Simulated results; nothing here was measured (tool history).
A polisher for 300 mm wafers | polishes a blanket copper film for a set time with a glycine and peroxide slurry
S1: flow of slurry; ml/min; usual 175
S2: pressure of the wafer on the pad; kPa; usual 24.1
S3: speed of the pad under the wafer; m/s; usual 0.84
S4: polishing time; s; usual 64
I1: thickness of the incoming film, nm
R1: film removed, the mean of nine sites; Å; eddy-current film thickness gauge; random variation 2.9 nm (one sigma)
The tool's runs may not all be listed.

| run | day | S1 | S2 | S3 | S4 | I1 | R1 |
|---|---|---|---|---|---|---|---|
| 1 | 0.000 | 130 | 24.1 | 0.84 | 64 | 1088.7 | 2938 |
| 2 | 1.054 | 130 | 24.1 | 0.84 | 64 | 1065.4 | 2938 |
| 3 | 2.362 | 175 | 24.1 | 0.84 | 64 | 1081.8 | 3107 |
| 4 | 4.583 | 175 | 24.1 | 0.84 | 64 | 1083.9 | 3039 |
| 5 | 7.350 | 175 | 24.1 | 0.84 | 64 | 1095.7 | 2952 |
| 6 | 8.879 | 175 | 24.1 | 0.84 | 64 | 1076.5 | 3140 |
| 7 | 10.462 | 175 | 24.1 | 0.84 | 64 | 1073.4 | 3093 |
| 8 | 12.367 | 175 | 24.1 | 0.84 | 64 | 1076.2 | 3403 |
| 9 | 15.008 | 140 | 24.1 | 0.84 | 51 | 1085.4 | 2502 |
| 10 | 17.033 | 140 | 24.1 | 0.84 | 51 | 1084.4 | 2536 |
| 11 | 18.796 | 175 | 24.1 | 0.84 | 64 | 1086.9 | 3244 |
| 12 | 25.242 | 175 | 24.1 | 0.84 | 64 | 1087.6 | 3090 |
| 13 | 26.950 | 175 | 24.1 | 0.84 | 64 | 1086.2 | 3017 |
| 14 | 28.954 | 175 | 24.1 | 0.84 | 64 | 1086.0 | 3155 |
| 15 | 30.838 | 175 | 24.1 | 0.84 | 64 | 1087.1 | 3303 |
| 16 | 32.996 | 175 | 24.1 | 0.84 | 64 | 1078.3 | 3246 |
| 17 | 35.621 | 155 | 24.1 | 0.84 | 57 | 1066.6 | 2782 |
| 18 | 37.821 | 220 | 24.1 | 0.74 | 64 | 1072.6 | 3114 |
| 19 | 44.738 | 175 | 30.3 | 1.06 | 64 | 1071.7 | 3847 |
| 20 | 46.208 | 175 | 17.9 | 0.84 | 64 | 1083.5 | 2727 |
| 21 | 47.217 | 145 | 24.1 | 0.84 | 85 | 1080.0 | 4096 |
| 22 | 48.475 | 175 | 24.1 | 0.84 | 64 | 1085.8 | 3142 |
| 23 | 50.146 | 175 | 27.6 | 0.76 | 72 | 1057.8 | 3647 |
| 24 | 53.088 | 175 | 27.6 | 0.60 | 86 | 1087.4 | 3731 |
| 25 | 55.204 | 215 | 32.4 | 0.60 | 73 | 1084.1 | 3894 |
| 26 | 57.462 | 140 | 24.1 | 0.60 | 70 | 1080.0 | 2767 |
| 27 | 59.738 | 140 | 24.1 | 0.84 | 64 | 1079.1 | 2956 |
| 28 | 61.104 | 175 | 24.1 | 0.84 | 73 | 1088.2 | 3513 |
| 29 | 62.521 | 175 | 24.1 | 0.84 | 64 | 1091.3 | 3096 |
| 30 | 64.892 | 220 | 24.1 | 0.74 | 64 | 1090.6 | 2966 |
| 31 | 66.612 | 125 | 28.3 | 1.08 | 52 | 1077.5 | 3117 |
| 32 | 67.725 | 130 | 18.6 | 0.84 | 70 | 1089.0 | 2860 |
| 33 | 68.767 | 160 | 20.0 | 0.62 | 55 | 1090.5 | 2094 |
| 34 | 71.100 | 175 | 24.1 | 0.84 | 73 | 1088.7 | 3598 |
| 35 | 72.842 | 175 | 15.9 | 0.84 | 75 | 1073.7 | 2933 |
| 36 | 75.083 | 175 | 24.1 | 0.84 | 64 | 1090.7 | 3179 |
| 37 | 76.829 | 130 | 28.3 | 0.60 | 77 | 1073.4 | 3260 |

Not shown: 13 entries that the log had between the listed runs. Between which runs, and how does the tool's hidden state differ before and after?
Between runs 2 and 3: worn pad replaced by a new one (day 1.383)
  slurry flow missing at the pad, %: 19.3 -> 21.5; deviation of the head's pressure from its setpoint, %: -4.5 -> -5.29
  measured less the result without the state, R1: -246 -> -248 Å
Between runs 5 and 6: head pressure recalibrated (day 8.258)
  slurry flow missing at the pad, %: 29.8 -> 32.4; deviation of the head's pressure from its setpoint, %: -9.04 -> 1.08
  measured less the result without the state, R1: -395 -> -245 Å
Between runs 7 and 8: slurry nozzle cleaned (day 11.304)
  slurry flow missing at the pad, %: 35.1 -> 2.11; deviation of the head's pressure from its setpoint, %: 0.972 -> 0.688
  measured less the result without the state, R1: -278 -> +1 Å
Between runs 11 and 12: worn pad replaced by a new one (day 19.492)
  slurry flow missing at the pad, %: 12.9 -> 23.6; deviation of the head's pressure from its setpoint, %: -1.54 -> -5.74
  measured less the result without the state, R1: -111 -> -276 Å
Between runs 13 and 14: slurry nozzle cleaned (day 28.075)
  slurry flow missing at the pad, %: 26.5 -> 8.42; deviation of the head's pressure from its setpoint, %: -7.18 -> -9.05
  measured less the result without the state, R1: -328 -> -226 Å
Between runs 14 and 15: head pressure recalibrated (day 29.912)
  slurry flow missing at the pad, %: 8.42 -> 11.6; deviation of the head's pressure from its setpoint, %: -9.05 -> -0.85
  measured less the result without the state, R1: -226 -> -89 Å
Between runs 17 and 18: worn pad replaced by a new one (day 36.562)
  slurry flow missing at the pad, %: 19.6 -> 23.2; deviation of the head's pressure from its setpoint, %: -1.6 -> -2.31
  measured less the result without the state, R1: -158 -> -172 Å
Between runs 19 and 20: slurry nozzle cleaned (day 45.875)
  slurry flow missing at the pad, %: 34.8 -> 4.19; deviation of the head's pressure from its setpoint, %: -6.03 -> -7.12
  measured less the result without the state, R1: -526 -> -134 Å
Between runs 24 and 25: head pressure recalibrated (day 53.533); worn pad replaced by a new one (day 54.321)
  slurry flow missing at the pad, %: 15.7 -> 19.2; deviation of the head's pressure from its setpoint, %: -13.5 -> -0.346
  measured less the result without the state, R1: -438 -> -136 Å
Between runs 30 and 31: slurry nozzle cleaned (day 66.038)
  slurry flow missing at the pad, %: 35.4 -> 5.46; deviation of the head's pressure from its setpoint, %: -3.33 -> -4.33
  measured less the result without the state, R1: -291 -> -127 Å
Between runs 35 and 36: worn pad replaced by a new one (day 73.271); head pressure recalibrated (day 73.354)
  slurry flow missing at the pad, %: 15.9 -> 19.6; deviation of the head's pressure from its setpoint, %: -9.11 -> -1.46
  measured less the result without the state, R1: -253 -> -161 Å
